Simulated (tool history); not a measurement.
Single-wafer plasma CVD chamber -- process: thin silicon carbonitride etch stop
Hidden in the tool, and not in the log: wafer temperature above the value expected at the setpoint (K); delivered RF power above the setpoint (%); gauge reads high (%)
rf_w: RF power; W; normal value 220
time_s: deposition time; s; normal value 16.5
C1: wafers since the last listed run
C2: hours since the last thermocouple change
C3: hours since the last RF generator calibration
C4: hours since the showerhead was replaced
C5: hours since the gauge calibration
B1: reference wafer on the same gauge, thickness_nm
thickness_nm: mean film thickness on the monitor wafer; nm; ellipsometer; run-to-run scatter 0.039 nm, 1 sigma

{"run": 1, "hour": 0.0, "rf_w": 205, "time_s": 18.4, "C1": 0, "C2": 575, "C3": 928, "C4": 7582.4, "C5": 80.2, "B1": 10.736, "thickness_nm": 10.106}
{"run": 2, "hour": 35.8, "rf_w": 205, "time_s": 18.4, "C1": 706, "C2": 610.8, "C3": 963.8, "C4": 7618.2, "C5": 116, "B1": 10.753, "thickness_nm": 10.151}
{"run": 3, "hour": 68.2, "rf_w": 205, "time_s": 18.4, "C1": 639, "C2": 643.2, "C3": 996.2, "C4": 7650.6, "C5": 148.4, "B1": 10.75, "thickness_nm": 10.075}
{"run": 4, "hour": 168.7, "rf_w": 220, "time_s": 16.5, "C1": 1983, "C2": 743.7, "C3": 1096.7, "C4": 7751.1, "C5": 248.9, "B1": 10.742, "thickness_nm": 9.288}
{"run": 5, "hour": 183.7, "rf_w": 220, "time_s": 16.5, "C1": 296, "C2": 758.7, "C3": 1111.7, "C4": 7766.1, "C5": 263.9, "B1": 10.752, "thickness_nm": 9.383}
{"run": 6, "hour": 229.1, "rf_w": 200, "time_s": 16.5, "C1": 895, "C2": 804.1, "C3": 1157.1, "C4": 7811.5, "C5": 309.3, "B1": 10.75, "thickness_nm": 8.976}
{"run": 7, "hour": 262.4, "rf_w": 200, "time_s": 16.5, "C1": 657, "C2": 837.4, "C3": 1190.4, "C4": 7844.8, "C5": 342.6, "B1": 10.732, "thickness_nm": 8.927}
{"hour": 319.4, "done": "showerhead replaced"}
{"run": 8, "hour": 329.2, "rf_w": 250, "time_s": 16.5, "C1": 1160, "C2": 904.2, "C3": 1257.2, "C4": 9.8, "C5": 409.4, "B1": 10.753, "thickness_nm": 9.699}
{"run": 9, "hour": 360.1, "rf_w": 250, "time_s": 16.5, "C1": 609, "C2": 935.1, "C3": 1288.1, "C4": 40.7, "C5": 440.3, "B1": 10.77, "thickness_nm": 9.715}
{"run": 10, "hour": 374.4, "rf_w": 220, "time_s": 16.5, "C1": 282, "C2": 949.4, "C3": 1302.4, "C4": 55, "C5": 454.6, "B1": 10.738, "thickness_nm": 9.249}
{"hour": 421.6, "done": "RF generator calibrated"}
{"run": 11, "hour": 461.9, "rf_w": 220, "time_s": 16.5, "C1": 1568, "C2": 1036.9, "C3": 40.3, "C4": 142.5, "C5": 542.1, "B1": 10.741, "thickness_nm": 9.547}
{"run": 12, "hour": 478.9, "rf_w": 220, "time_s": 16.5, "C1": 335, "C2": 1053.9, "C3": 57.3, "C4": 159.5, "C5": 559.1, "B1": 10.751, "thickness_nm": 9.624}
{"run": 13, "hour": 513.4, "rf_w": 265, "time_s": 15.7, "C1": 680, "C2": 1088.4, "C3": 91.8, "C4": 194, "C5": 593.6, "B1": 10.765, "thickness_nm": 9.77}
{"run": 14, "hour": 526.2, "rf_w": 220, "time_s": 15.5, "C1": 252, "C2": 1101.2, "C3": 104.6, "C4": 206.8, "C5": 606.4, "B1": 10.757, "thickness_nm": 8.932}
{"hour": 547.3, "done": "thermocouple changed; heater temperature recalibrated"}
{"run": 15, "hour": 555.6, "rf_w": 195, "time_s": 15.3, "C1": 422, "C2": 8.3, "C3": 134, "C4": 236.2, "C5": 635.8, "B1": 10.747, "thickness_nm": 8.363}
{"run": 16, "hour": 585.4, "rf_w": 205, "time_s": 14.2, "C1": 588, "C2": 38.1, "C3": 163.8, "C4": 266, "C5": 665.6, "B1": 10.765, "thickness_nm": 7.948}
{"run": 17, "hour": 598.6, "rf_w": 220, "time_s": 16.5, "C1": 260, "C2": 51.3, "C3": 177, "C4": 279.2, "C5": 678.8, "B1": 10.755, "thickness_nm": 9.514}
{"run": 18, "hour": 617.1, "rf_w": 235, "time_s": 16.5, "C1": 365, "C2": 69.8, "C3": 195.5, "C4": 297.7, "C5": 697.3, "B1": 10.752, "thickness_nm": 9.731}
{"hour": 643.9, "done": "gauge calibrated"}
{"run": 19, "hour": 723.5, "rf_w": 265, "time_s": 19.2, "C1": 2099, "C2": 176.2, "C3": 301.9, "C4": 404.1, "C5": 79.6, "B1": 10.734, "thickness_nm": 11.799}
{"run": 20, "hour": 786.3, "rf_w": 220, "time_s": 16.5, "C1": 1239, "C2": 239, "C3": 364.7, "C4": 466.9, "C5": 142.4, "B1": 10.754, "thickness_nm": 9.377}
{"run": 21, "hour": 809.2, "rf_w": 180, "time_s": 17.7, "C1": 451, "C2": 261.9, "C3": 387.6, "C4": 489.8, "C5": 165.3, "B1": 10.749, "thickness_nm": 9.361}
{"run": 22, "hour": 824.2, "rf_w": 250, "time_s": 15.4, "C1": 296, "C2": 276.9, "C3": 402.6, "C4": 504.8, "C5": 180.3, "B1": 10.747, "thickness_nm": 9.189}
{"run": 23, "hour": 839.0, "rf_w": 240, "time_s": 13.3, "C1": 292, "C2": 291.7, "C3": 417.4, "C4": 519.6, "C5": 195.1, "B1": 10.753, "thickness_nm": 7.851}
{"run": 24, "hour": 874.0, "rf_w": 220, "time_s": 16.5, "C1": 690, "C2": 326.7, "C3": 452.4, "C4": 554.6, "C5": 230.1, "B1": 10.755, "thickness_nm": 9.399}

Hidden state, per run?
wafer temperature above the value expected at the setpoint (K): 0 on each run
gauge reads high (%): 0 on each run
H1: delivered RF power above the setpoint (%)
run=1 H1=-7.86
run=2 H1=-7.94
run=3 H1=-8.01
run=4 H1=-8.19
run=5 H1=-8.21
run=6 H1=-8.28
run=7 H1=-8.33
run=8 H1=-8.41
run=9 H1=-8.44
run=10 H1=-8.46
run=11 H1=-1.24
run=12 H1=-1.53
run=13 H1=-2.08
run=14 H1=-2.27
run=15 H1=-2.7
run=16 H1=-3.1
run=17 H1=-3.27
run=18 H1=-3.5
run=19 H1=-4.65
run=20 H1=-5.21
run=21 H1=-5.4
run=22 H1=-5.51
run=23 H1=-5.63
run=24 H1=-5.87
